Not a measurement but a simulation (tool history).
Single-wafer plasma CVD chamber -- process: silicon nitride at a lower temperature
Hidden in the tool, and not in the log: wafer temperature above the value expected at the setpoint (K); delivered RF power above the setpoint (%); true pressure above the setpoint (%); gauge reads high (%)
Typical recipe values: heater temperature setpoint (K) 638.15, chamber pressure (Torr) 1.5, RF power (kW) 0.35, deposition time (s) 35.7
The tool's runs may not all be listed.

run     day  heater temperature setpoint (K)  chamber pressure (Torr)  RF power (kW)  deposition time (s)  wafers since the last listed run  hours since the last thermocouple change  hours since the last RF generator calibration  hours since the last manometer calibration  hours since the showerhead was replaced  hours since the gauge calibration  read-back reference wafer on the same gauge, thickness_nm  mean film thickness on the monitor wafer (angstrom)
  1       0                           638.15                      1.5           0.35                 35.7                                 0                                       419                                         1872.4                                        1169                                   8050.5                             2984.5                                                     44.172                                               424.04
  2   3.312                           638.15                      1.5           0.35                 35.7                              1226                                     498.5                                         1951.9                                      1248.5                                     8130                               3064                                                      44.25                                               423.87
  3   7.575                           646.15                      1.5           0.35                 35.7                              1577                                     600.8                                         2054.2                                      1350.8                                   8232.3                             3166.3                                                     44.234                                               419.99
      8.904  -- gauge calibrated
  4   9.838                           646.15                      1.5           0.35                 35.7                               837                                     655.1                                         2108.5                                      1405.1                                   8286.6                               22.4                                                     44.246                                               418.59
  5  12.225                           638.15                     1.22           0.35                 31.1                               883                                     712.4                                         2165.8                                      1462.4                                   8343.9                               79.7                                                     44.216                                                352.9
     14.096  -- RF generator calibrated
  6  15.096                           642.15                     1.31          0.285                 35.7                               939                                     781.3                                             24                                      1531.3                                   8412.8                              148.6                                                      44.18                                               364.76
     19.029  -- showerhead replaced, of another model than before
  7   19.05                           638.15                      1.5           0.35                 35.7                              1340                                     876.2                                          118.9                                      1626.2                                      0.5                              243.5                                                     44.138                                               432.22
  8   22.25                           638.15                     1.17           0.35                 42.3                              1184                                       953                                          195.7                                        1703                                     77.3                              320.3                                                     44.277                                               489.26
  9  25.942                           638.15                      1.5           0.35                   40                              1366                                    1041.6                                          284.3                                      1791.6                                    165.9                              408.9                                                     44.243                                               480.16
 10  28.562                           626.15                      1.8           0.35                 42.1                               970                                    1104.5                                          347.2                                      1854.5                                    228.8                              471.8                                                     44.186                                               524.55
 11  30.933                           638.15                     1.33           0.35                 35.7                               877                                    1161.4                                          404.1                                      1911.4                                    285.7                              528.7                                                     44.168                                               422.08
 12  34.825                           645.15                     1.37           0.42                 39.3                              1440                                    1254.8                                          497.5                                      2004.8                                    379.1                              622.1                                                     44.187                                               538.14
 13  37.983                           638.15                      1.5           0.35                 33.5                              1169                                    1330.6                                          573.3                                      2080.6                                    454.9                              697.9                                                     44.191                                               399.03
 14      40                           632.15                     1.66           0.35                 35.7                               746                                      1379                                          621.7                                        2129                                    503.3                              746.3                                                     44.175                                               434.76
 15  44.488                           634.15                      1.5           0.35                 35.7                              1661                                    1486.7                                          729.4                                      2236.7                                      611                                854                                                     44.221                                               425.22
 16  46.333                           638.15                      1.5           0.35                 35.7                               683                                      1531                                          773.7                                        2281                                    655.3                              898.3                                                     44.077                                               423.78
 17  49.304                           638.15                     1.77           0.35                 35.7                              1099                                    1602.3                                            845                                      2352.3                                    726.6                              969.6                                                     44.248                                               436.23
     52.496  -- capacitance manometer re-zeroed and calibrated
 18  60.729                           638.15                      1.5          0.415                 38.3                              4105                                    1876.5                                         1119.2                                       197.6                                   1000.8                             1243.8                                                     44.195                                               522.76
 19  64.708                           638.15                      1.5           0.35                 35.7                              1472                                      1972                                         1214.7                                       293.1                                   1096.3                             1339.3                                                     44.209                                               422.74
 20  67.817                           638.15                      1.5           0.35                 35.7                              1150                                    2046.6                                         1289.3                                       367.7                                   1170.9                             1413.9                                                     44.142                                               425.86
 21  70.192                           627.15                      1.5           0.41                 35.7                               879                                    2103.6                                         1346.3                                       424.7                                   1227.9                             1470.9                                                     44.174                                               483.45
 22  73.746                           638.15                     1.75           0.35                 35.7                              1315                                    2188.9                                         1431.6                                         510                                   1313.2                             1556.2                                                     44.182                                               429.17
 23  75.738                           638.15                     1.33           0.35                 30.8                               737                                    2236.7                                         1479.4                                       557.8                                     1361                               1604                                                      44.15                                               354.83

Run 24 comes next. What will it give?
 24  79.029                           632.15                     1.77          0.385                 35.7                              1218                                    2315.7                                         1558.4                                       636.8                                     1440                               1683                                                          ?                                                    ?

{"run 24": {"read-back reference wafer on the same gauge, thickness_nm": 44.185, "mean film thickness on the monitor wafer (angstrom)": 466.9}}
If the tool had no hidden condition, the same run with the same run-to-run variation would have returned mean film thickness on the monitor wafer (angstrom) 486.78.
